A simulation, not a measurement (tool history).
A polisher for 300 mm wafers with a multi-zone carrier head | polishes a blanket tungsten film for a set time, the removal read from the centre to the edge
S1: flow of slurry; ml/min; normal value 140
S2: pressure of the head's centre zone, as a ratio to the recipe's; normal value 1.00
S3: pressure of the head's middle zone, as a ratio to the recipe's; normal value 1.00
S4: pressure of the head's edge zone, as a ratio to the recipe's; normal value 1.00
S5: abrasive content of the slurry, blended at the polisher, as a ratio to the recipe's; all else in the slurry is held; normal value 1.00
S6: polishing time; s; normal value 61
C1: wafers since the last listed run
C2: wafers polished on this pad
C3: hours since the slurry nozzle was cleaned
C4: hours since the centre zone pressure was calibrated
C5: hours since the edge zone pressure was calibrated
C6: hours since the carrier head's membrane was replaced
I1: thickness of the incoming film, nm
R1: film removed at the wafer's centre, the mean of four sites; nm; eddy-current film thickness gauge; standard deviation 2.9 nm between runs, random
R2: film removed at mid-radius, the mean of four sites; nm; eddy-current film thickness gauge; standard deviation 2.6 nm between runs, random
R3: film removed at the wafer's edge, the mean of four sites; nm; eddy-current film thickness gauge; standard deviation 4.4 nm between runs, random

{"run": 1, "hour": 0.0, "S1": 140, "S2": 1.0, "S3": 1.06, "S4": 1.0, "S5": 1.0, "S6": 61, "C1": 0, "C2": 318, "C3": 532.5, "C4": 289.2, "C5": 223.2, "C6": 635.9, "I1": 899.5, "R1": 310.1, "R2": 324.0, "R3": 316.0}
{"run": 2, "hour": 25.8, "S1": 140, "S2": 1.0, "S3": 1.0, "S4": 1.0, "S5": 1.0, "S6": 61, "C1": 293, "C2": 612, "C3": 558.3, "C4": 315.0, "C5": 249.0, "C6": 661.7, "I1": 900.5, "R1": 315.1, "R2": 311.2, "R3": 310.4}
{"run": 3, "hour": 57.1, "S1": 140, "S2": 1.0, "S3": 1.0, "S4": 1.0, "S5": 1.0, "S6": 61, "C1": 355, "C2": 967, "C3": 589.6, "C4": 346.3, "C5": 280.3, "C6": 693.0, "I1": 905.3, "R1": 316.8, "R2": 319.1, "R3": 309.9}
{"hour": 79.4, "done": "edge zone pressure recalibrated"}
{"hour": 82.9, "done": "worn pad replaced by a new one"}
{"run": 4, "hour": 130.6, "S1": 140, "S2": 1.0, "S3": 1.0, "S4": 1.0, "S5": 1.0, "S6": 61, "C1": 772, "C2": 542, "C3": 663.1, "C4": 419.8, "C5": 51.2, "C6": 766.5, "I1": 900.9, "R1": 317.8, "R2": 313.3, "R3": 310.4}
{"run": 5, "hour": 146.0, "S1": 140, "S2": 1.0, "S3": 1.0, "S4": 1.0, "S5": 1.0, "S6": 61, "C1": 174, "C2": 717, "C3": 678.5, "C4": 435.2, "C5": 66.6, "C6": 781.9, "I1": 910.6, "R1": 309.9, "R2": 313.5, "R3": 308.8}
{"hour": 167.2, "done": "carrier head's membrane replaced by a new one"}
{"run": 6, "hour": 182.0, "S1": 140, "S2": 1.0, "S3": 1.0, "S4": 1.0, "S5": 1.0, "S6": 61, "C1": 352, "C2": 1069, "C3": 714.5, "C4": 471.2, "C5": 102.6, "C6": 14.8, "I1": 902.5, "R1": 312.3, "R2": 312.3, "R3": 310.2}
{"hour": 188.1, "done": "worn pad replaced by a new one"}
{"run": 7, "hour": 197.9, "S1": 140, "S2": 1.0, "S3": 1.0, "S4": 1.0, "S5": 1.0, "S6": 61, "C1": 135, "C2": 111, "C3": 730.4, "C4": 487.1, "C5": 118.5, "C6": 30.7, "I1": 907.2, "R1": 313.6, "R2": 319.0, "R3": 314.2}
{"run": 8, "hour": 211.0, "S1": 115, "S2": 1.0, "S3": 1.0, "S4": 1.0, "S5": 0.8, "S6": 61, "C1": 148, "C2": 260, "C3": 743.5, "C4": 500.2, "C5": 131.6, "C6": 43.8, "I1": 914.2, "R1": 290.3, "R2": 292.3, "R3": 291.2}
{"run": 9, "hour": 235.1, "S1": 115, "S2": 1.0, "S3": 1.0, "S4": 1.0, "S5": 0.8, "S6": 61, "C1": 273, "C2": 534, "C3": 767.6, "C4": 524.3, "C5": 155.7, "C6": 67.9, "I1": 907.2, "R1": 289.0, "R2": 291.4, "R3": 279.7}
{"run": 10, "hour": 259.5, "S1": 115, "S2": 1.0, "S3": 1.0, "S4": 1.0, "S5": 1.0, "S6": 78, "C1": 277, "C2": 811, "C3": 792.0, "C4": 548.7, "C5": 180.1, "C6": 92.3, "I1": 907.6, "R1": 385.1, "R2": 380.9, "R3": 389.5}
{"hour": 290.0, "done": "worn pad replaced by a new one"}
{"run": 11, "hour": 292.7, "S1": 140, "S2": 1.0, "S3": 1.0, "S4": 0.92, "S5": 1.0, "S6": 61, "C1": 331, "C2": 30, "C3": 825.2, "C4": 581.9, "C5": 213.3, "C6": 125.5, "I1": 896.9, "R1": 314.7, "R2": 314.1, "R3": 295.3}
{"run": 12, "hour": 318.6, "S1": 140, "S2": 0.93, "S3": 1.03, "S4": 1.0, "S5": 1.25, "S6": 61, "C1": 294, "C2": 324, "C3": 851.1, "C4": 607.8, "C5": 239.2, "C6": 151.4, "I1": 920.3, "R1": 299.9, "R2": 334.5, "R3": 320.0}
{"hour": 336.8, "done": "slurry nozzle cleaned"}
{"run": 13, "hour": 342.0, "S1": 140, "S2": 1.0, "S3": 1.0, "S4": 1.0, "S5": 1.0, "S6": 61, "C1": 254, "C2": 579, "C3": 5.2, "C4": 631.2, "C5": 262.6, "C6": 174.8, "I1": 905.1, "R1": 311.5, "R2": 311.7, "R3": 308.2}
{"run": 14, "hour": 365.7, "S1": 180, "S2": 1.09, "S3": 1.1, "S4": 1.0, "S5": 1.0, "S6": 61, "C1": 269, "C2": 848, "C3": 28.9, "C4": 654.9, "C5": 286.3, "C6": 198.5, "I1": 923.8, "R1": 358.9, "R2": 353.1, "R3": 321.3}
{"hour": 396.4, "done": "centre zone pressure recalibrated"}
{"hour": 397.6, "done": "edge zone pressure recalibrated"}
{"hour": 402.8, "done": "worn pad replaced by a new one"}
{"run": 15, "hour": 449.1, "S1": 140, "S2": 0.88, "S3": 1.07, "S4": 1.0, "S5": 0.7, "S6": 44, "C1": 865, "C2": 526, "C3": 112.3, "C4": 52.7, "C5": 51.5, "C6": 281.9, "I1": 901.6, "R1": 189.6, "R2": 226.1, "R3": 210.0}
{"run": 16, "hour": 464.3, "S1": 140, "S2": 1.0, "S3": 1.0, "S4": 1.0, "S5": 1.0, "S6": 61, "C1": 172, "C2": 698, "C3": 127.5, "C4": 67.9, "C5": 66.7, "C6": 297.1, "I1": 907.4, "R1": 316.5, "R2": 314.4, "R3": 311.2}
{"hour": 504.6, "done": "worn pad replaced by a new one"}
{"run": 17, "hour": 509.7, "S1": 105, "S2": 1.0, "S3": 1.0, "S4": 1.0, "S5": 1.0, "S6": 61, "C1": 470, "C2": 57, "C3": 172.9, "C4": 113.3, "C5": 112.1, "C6": 342.5, "I1": 921.8, "R1": 286.8, "R2": 291.9, "R3": 294.0}
{"run": 18, "hour": 540.7, "S1": 140, "S2": 1.0, "S3": 1.0, "S4": 1.0, "S5": 1.25, "S6": 42, "C1": 352, "C2": 410, "C3": 203.9, "C4": 144.3, "C5": 143.1, "C6": 373.5, "I1": 901.9, "R1": 223.4, "R2": 221.8, "R3": 224.9}

3 options for the next run, each taken on its own from the tool as it stands now. Forecast them:
{"run": "A", "hour": 541.1, "S1": 140, "S2": 1.0, "S3": 1.0, "S4": 1.0, "S5": 1.0, "S6": 61, "C1": 4, "C2": 414, "C3": 204.3, "C4": 144.7, "C5": 143.5, "C6": 373.9, "I1": 913.0, "R1": "?", "R2": "?", "R3": "?"}
{"run": "B", "hour": 541.1, "S1": 125, "S2": 1.0, "S3": 1.0, "S4": 1.0, "S5": 1.0, "S6": 61, "C1": 4, "C2": 414, "C3": 204.3, "C4": 144.7, "C5": 143.5, "C6": 373.9, "I1": 913.0, "R1": "?", "R2": "?", "R3": "?"}
{"run": "C", "hour": 541.1, "S1": 140, "S2": 0.9, "S3": 1.0, "S4": 1.0, "S5": 1.25, "S6": 46, "C1": 4, "C2": 414, "C3": 204.3, "C4": 144.7, "C5": 143.5, "C6": 373.9, "I1": 913.0, "R1": "?", "R2": "?", "R3": "?"}

run=A R1=307.7 R2=312.9 R3=309.4
run=B R1=298.4 R2=304.5 R3=303.6
run=C R1=216.0 R2=244.4 R3=241.5
Stripped of hidden state, with their random variation kept, the same runs would have yielded:
run=A R1=307.7 R2=312.9 R3=309.4
run=B R1=298.4 R2=304.5 R3=303.6
run=C R1=216.0 R2=244.4 R3=241.5

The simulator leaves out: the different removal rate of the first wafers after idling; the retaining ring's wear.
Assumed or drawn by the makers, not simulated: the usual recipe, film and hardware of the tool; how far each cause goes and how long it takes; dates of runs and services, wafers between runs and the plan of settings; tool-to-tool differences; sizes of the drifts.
